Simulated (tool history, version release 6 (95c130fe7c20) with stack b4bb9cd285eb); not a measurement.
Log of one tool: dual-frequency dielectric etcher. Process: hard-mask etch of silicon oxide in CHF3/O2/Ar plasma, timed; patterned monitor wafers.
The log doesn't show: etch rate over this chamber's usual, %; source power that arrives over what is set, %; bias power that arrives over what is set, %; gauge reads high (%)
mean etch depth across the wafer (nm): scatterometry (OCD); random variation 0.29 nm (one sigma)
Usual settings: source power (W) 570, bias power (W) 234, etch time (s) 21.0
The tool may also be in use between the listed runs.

run,day,source power (W),bias power (W),etch time (s),wafers since the last listed run,hours since the last wet clean,hours since the last source power generator calibration,hours since the last bias power generator calibration,hours since the last upper electrode change,hours since the gauge calibration,"read-back reference wafer on the same gauge, depth_nm",mean etch depth across the wafer (nm)
1,0.000,570,234,21.0,0,373.8,4148.6,3818.2,5377.2,47.7,47.58,42.60
2,0.679,570,234,21.0,205,390.1,4164.9,3834.5,5393.5,64.0,47.71,42.46
3,0.983,570,234,21.0,92,397.4,4172.2,3841.8,5400.8,71.3,47.53,42.61
4,1.638,570,234,21.0,198,413.1,4187.9,3857.5,5416.5,87.0,47.58,42.11
5,2.225,570,234,21.0,177,427.2,4202.0,3871.6,5430.6,101.1,47.57,42.47
6,2.912,610,234,21.0,208,443.7,4218.5,3888.1,5447.1,117.6,47.58,43.16
7,3.421,570,234,26.0,154,455.9,4230.7,3900.3,5459.3,129.8,47.46,52.34
8,3.917,570,234,26.0,150,467.8,4242.6,3912.2,5471.2,141.7,47.61,52.46
# day 4.129: source power generator calibrated
9,4.188,570,246,21.0,31,474.3,1.4,3918.7,5477.7,148.2,47.57,42.75
# day 4.512: bias power generator calibrated
10,4.533,570,234,21.0,54,482.6,9.7,0.5,5486.0,156.5,47.64,42.24
11,4.750,570,234,21.0,65,487.8,14.9,5.7,5491.2,161.7,47.55,42.40
12,5.500,570,234,21.0,227,505.8,32.9,23.7,5509.2,179.7,47.51,42.03
# day 6.592: wet clean of the chamber
13,6.612,470,265,15.0,34,0.5,59.6,50.4,5535.9,206.4,47.66,30.83
14,6.625,670,193,21.0,3,0.8,59.9,50.7,5536.2,206.7,47.73,45.13
15,7.175,570,213,21.0,166,14.0,73.1,63.9,5549.4,219.9,47.47,42.99
# day 7.896: gauge calibrated
# day 8.721: upper electrode replaced
16,8.742,670,234,21.0,171,51.6,110.7,101.5,0.5,20.3,47.67,47.12
17,8.754,490,202,21.0,3,51.9,111.0,101.8,0.8,20.6,47.59,39.95
18,8.842,570,234,15.0,26,54.0,113.1,103.9,2.9,22.7,47.59,31.87
19,9.108,570,234,26.0,80,60.4,119.5,110.3,9.3,29.1,47.70,54.98
20,9.750,570,234,24.0,194,75.8,134.9,125.7,24.7,44.5,47.69,50.38
21,10.454,570,217,21.0,213,92.7,151.8,142.6,41.6,61.4,47.55,43.49
22,10.829,570,234,21.0,113,101.7,160.8,151.6,50.6,70.4,47.49,44.18
23,11.533,570,234,21.0,213,118.6,177.7,168.5,67.5,87.3,47.56,43.76
24,12.267,670,285,15.5,222,136.2,195.3,186.1,85.1,104.9,47.75,36.41

3 ways to go on from here, each from the tool as it stands after run 24. What would each give?
A,12.283,570,234,21.0,5,136.6,195.7,186.5,85.5,105.3,?,?
B,12.283,620,255,21.0,5,136.6,195.7,186.5,85.5,105.3,?,?
C,12.283,520,198,18.5,5,136.6,195.7,186.5,85.5,105.3,?,?

run,"read-back reference wafer on the same gauge, depth_nm",mean etch depth across the wafer (nm)
A,47.51,43.91
B,47.51,46.47
C,47.51,35.71
Without the tool's hidden state the same runs would have given:
run,mean etch depth across the wafer (nm)
A,44.52
B,47.11
C,36.20
